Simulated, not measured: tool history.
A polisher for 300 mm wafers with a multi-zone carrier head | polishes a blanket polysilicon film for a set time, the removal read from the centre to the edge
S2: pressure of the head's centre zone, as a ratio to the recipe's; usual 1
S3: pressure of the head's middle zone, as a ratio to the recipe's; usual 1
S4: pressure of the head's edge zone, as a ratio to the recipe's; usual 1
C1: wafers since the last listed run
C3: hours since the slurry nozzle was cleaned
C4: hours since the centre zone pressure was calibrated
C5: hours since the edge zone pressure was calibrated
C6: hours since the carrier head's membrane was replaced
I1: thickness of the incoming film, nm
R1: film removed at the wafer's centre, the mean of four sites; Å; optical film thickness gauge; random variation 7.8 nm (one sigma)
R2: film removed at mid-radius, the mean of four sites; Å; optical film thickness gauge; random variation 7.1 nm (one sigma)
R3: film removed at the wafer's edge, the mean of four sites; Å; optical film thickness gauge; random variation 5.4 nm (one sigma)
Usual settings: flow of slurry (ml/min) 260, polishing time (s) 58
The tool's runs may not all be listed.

{"run": 1, "hour": 0.0, "flow of slurry (ml/min)": 260, "S2": 1, "S3": 1, "S4": 1, "polishing time (s)": 58, "C1": 0, "wafers polished on this pad": 4663, "C3": 666.2, "C4": 451.6, "C5": 134.2, "C6": 114.6, "I1": 1565.9, "R1": 5103, "R2": 5100, "R3": 5186}
{"run": 2, "hour": 46.7, "flow of slurry (ml/min)": 260, "S2": 1, "S3": 1, "S4": 0.92, "polishing time (s)": 58, "C1": 591, "wafers polished on this pad": 5254, "C3": 712.9, "C4": 498.3, "C5": 180.9, "C6": 161.3, "I1": 1554.9, "R1": 4912, "R2": 5212, "R3": 5031}
{"hour": 103.1, "done": "slurry nozzle cleaned"}
{"run": 3, "hour": 126.7, "flow of slurry (ml/min)": 260, "S2": 1, "S3": 1, "S4": 1, "polishing time (s)": 58, "C1": 1000, "wafers polished on this pad": 6254, "C3": 23.6, "C4": 578.3, "C5": 260.9, "C6": 241.3, "I1": 1555.7, "R1": 5376, "R2": 5346, "R3": 5372}
{"run": 4, "hour": 195.6, "flow of slurry (ml/min)": 185, "S2": 0.92, "S3": 1.04, "S4": 1, "polishing time (s)": 58, "C1": 872, "wafers polished on this pad": 7126, "C3": 92.5, "C4": 647.2, "C5": 329.8, "C6": 310.2, "I1": 1516.2, "R1": 4632, "R2": 5297, "R3": 5250}
{"run": 5, "hour": 258.8, "flow of slurry (ml/min)": 260, "S2": 1, "S3": 1, "S4": 1, "polishing time (s)": 58, "C1": 800, "wafers polished on this pad": 7927, "C3": 155.7, "C4": 710.4, "C5": 393, "C6": 373.4, "I1": 1528.7, "R1": 5381, "R2": 5314, "R3": 5339}
{"hour": 310.4, "done": "worn pad replaced by a new one"}
{"run": 6, "hour": 352.8, "flow of slurry (ml/min)": 260, "S2": 1, "S3": 1, "S4": 1, "polishing time (s)": 58, "C1": 1139, "wafers polished on this pad": 536, "C3": 249.7, "C4": 804.4, "C5": 487, "C6": 467.4, "I1": 1564.9, "R1": 5314, "R2": 5222, "R3": 5298}
{"run": 7, "hour": 428.3, "flow of slurry (ml/min)": 260, "S2": 1, "S3": 1, "S4": 1, "polishing time (s)": 58, "C1": 955, "wafers polished on this pad": 1492, "C3": 325.2, "C4": 879.9, "C5": 562.5, "C6": 542.9, "I1": 1526.5, "R1": 5090, "R2": 5265, "R3": 5366}
{"run": 8, "hour": 473.1, "flow of slurry (ml/min)": 260, "S2": 1, "S3": 0.89, "S4": 1, "polishing time (s)": 58, "C1": 567, "wafers polished on this pad": 2059, "C3": 370, "C4": 924.7, "C5": 607.3, "C6": 587.7, "I1": 1515.2, "R1": 5317, "R2": 4793, "R3": 5275}
{"hour": 510.0, "done": "edge zone pressure recalibrated"}
{"hour": 528.8, "done": "centre zone pressure recalibrated"}
{"run": 9, "hour": 572.8, "flow of slurry (ml/min)": 320, "S2": 1, "S3": 1, "S4": 1, "polishing time (s)": 58, "C1": 1211, "wafers polished on this pad": 3271, "C3": 469.7, "C4": 44, "C5": 62.8, "C6": 687.4, "I1": 1564.3, "R1": 5261, "R2": 5397, "R3": 5289}
{"run": 10, "hour": 610.2, "flow of slurry (ml/min)": 190, "S2": 1, "S3": 1, "S4": 1, "polishing time (s)": 40, "C1": 473, "wafers polished on this pad": 3744, "C3": 507.1, "C4": 81.4, "C5": 100.2, "C6": 724.8, "I1": 1553.6, "R1": 3384, "R2": 3393, "R3": 3509}
{"run": 11, "hour": 658.0, "flow of slurry (ml/min)": 195, "S2": 1, "S3": 0.91, "S4": 1, "polishing time (s)": 66, "C1": 605, "wafers polished on this pad": 4349, "C3": 554.9, "C4": 129.2, "C5": 148, "C6": 772.6, "I1": 1544.3, "R1": 5665, "R2": 5210, "R3": 5903}
{"run": 12, "hour": 731.9, "flow of slurry (ml/min)": 260, "S2": 1, "S3": 1, "S4": 1, "polishing time (s)": 58, "C1": 935, "wafers polished on this pad": 5285, "C3": 628.8, "C4": 203.1, "C5": 221.9, "C6": 846.5, "I1": 1541.4, "R1": 5107, "R2": 5167, "R3": 5164}
{"run": 13, "hour": 772.6, "flow of slurry (ml/min)": 180, "S2": 1, "S3": 1, "S4": 1, "polishing time (s)": 42, "C1": 515, "wafers polished on this pad": 5800, "C3": 669.5, "C4": 243.8, "C5": 262.6, "C6": 887.2, "I1": 1563.1, "R1": 3438, "R2": 3422, "R3": 3666}
{"run": 14, "hour": 816.8, "flow of slurry (ml/min)": 260, "S2": 1, "S3": 0.89, "S4": 1, "polishing time (s)": 70, "C1": 559, "wafers polished on this pad": 6360, "C3": 713.7, "C4": 288, "C5": 306.8, "C6": 931.4, "I1": 1567.9, "R1": 6089, "R2": 5576, "R3": 6329}
{"hour": 899.0, "done": "slurry nozzle cleaned"}
{"run": 15, "hour": 919.6, "flow of slurry (ml/min)": 260, "S2": 1, "S3": 1, "S4": 1.09, "polishing time (s)": 44, "C1": 1288, "wafers polished on this pad": 7649, "C3": 20.6, "C4": 390.8, "C5": 409.6, "C6": 1034.2, "I1": 1553, "R1": 4082, "R2": 4100, "R3": 4240}
{"run": 16, "hour": 1003.9, "flow of slurry (ml/min)": 260, "S2": 1, "S3": 1, "S4": 1, "polishing time (s)": 58, "C1": 1067, "wafers polished on this pad": 8716, "C3": 104.9, "C4": 475.1, "C5": 493.9, "C6": 1118.5, "I1": 1539.9, "R1": 5185, "R2": 5276, "R3": 5295}
{"hour": 1037.8, "done": "worn pad replaced by a new one"}
{"run": 17, "hour": 1105.0, "flow of slurry (ml/min)": 305, "S2": 1, "S3": 1, "S4": 1.1, "polishing time (s)": 58, "C1": 1229, "wafers polished on this pad": 851, "C3": 206, "C4": 576.2, "C5": 595, "C6": 1219.6, "I1": 1538.7, "R1": 5316, "R2": 5505, "R3": 5733}
{"run": 18, "hour": 1151.2, "flow of slurry (ml/min)": 260, "S2": 1, "S3": 1.11, "S4": 1.11, "polishing time (s)": 58, "C1": 584, "wafers polished on this pad": 1436, "C3": 252.2, "C4": 622.4, "C5": 641.2, "C6": 1265.8, "I1": 1545.2, "R1": 5169, "R2": 5705, "R3": 5630}
{"hour": 1191.7, "done": "edge zone pressure recalibrated"}
{"run": 19, "hour": 1237.5, "flow of slurry (ml/min)": 260, "S2": 1, "S3": 1, "S4": 1, "polishing time (s)": 58, "C1": 1067, "wafers polished on this pad": 2503, "C3": 338.5, "C4": 708.7, "C5": 45.8, "C6": 1352.1, "I1": 1518.7, "R1": 5232, "R2": 5215, "R3": 5342}
{"run": 20, "hour": 1336.0, "flow of slurry (ml/min)": 260, "S2": 1.05, "S3": 0.9, "S4": 1, "polishing time (s)": 70, "C1": 1247, "wafers polished on this pad": 3750, "C3": 437, "C4": 807.2, "C5": 144.3, "C6": 1450.6, "I1": 1536.1, "R1": 6763, "R2": 5794, "R3": 6418}
{"run": 21, "hour": 1431.3, "flow of slurry (ml/min)": 315, "S2": 1, "S3": 1.07, "S4": 0.9, "polishing time (s)": 68, "C1": 1206, "wafers polished on this pad": 4957, "C3": 532.3, "C4": 902.5, "C5": 239.6, "C6": 1545.9, "I1": 1538.1, "R1": 6244, "R2": 6578, "R3": 5871}
{"run": 22, "hour": 1475.1, "flow of slurry (ml/min)": 225, "S2": 1, "S3": 1, "S4": 0.92, "polishing time (s)": 58, "C1": 554, "wafers polished on this pad": 5511, "C3": 576.1, "C4": 946.3, "C5": 283.4, "C6": 1589.7, "I1": 1514.5, "R1": 4984, "R2": 5162, "R3": 4883}
{"hour": 1505.2, "done": "centre zone pressure recalibrated"}
{"run": 23, "hour": 1539.7, "flow of slurry (ml/min)": 320, "S2": 1, "S3": 1, "S4": 1, "polishing time (s)": 46, "C1": 792, "wafers polished on this pad": 6304, "C3": 640.7, "C4": 34.5, "C5": 348, "C6": 1654.3, "I1": 1536.9, "R1": 4164, "R2": 4323, "R3": 4256}

Hidden state or all else? Some run-to-run changes of R1, split into what the settings, what came in and random variation would give without the hidden state, and what is left for the hidden state (with any gauge scatter that isn't in both results):
The hidden state here: removal rate lost through wear of the pad, %; slurry flow missing at the pad, %; deviation of the centre zone's pressure from its setpoint, %; deviation of the edge zone's pressure from its setpoint, %.
Run 2 -> 3: S4 0.92 -> 1, slurry nozzle cleaned. R1 +464 Å: hidden state +231, all else +233.
Run 10 -> 11: flow of slurry (ml/min) 190 -> 195, S3 1 -> 0.91, polishing time (s) 40 -> 66. R1 +2281 Å: hidden state -119, all else +2400.
Run 13 -> 14: flow of slurry (ml/min) 180 -> 260, S3 1 -> 0.89, polishing time (s) 42 -> 70. R1 +2651 Å: hidden state -90, all else +2741.
Run 14 -> 15: S3 0.89 -> 1, S4 1 -> 1.09, polishing time (s) 70 -> 44, slurry nozzle cleaned. R1 -2007 Å: hidden state +295, all else -2302.

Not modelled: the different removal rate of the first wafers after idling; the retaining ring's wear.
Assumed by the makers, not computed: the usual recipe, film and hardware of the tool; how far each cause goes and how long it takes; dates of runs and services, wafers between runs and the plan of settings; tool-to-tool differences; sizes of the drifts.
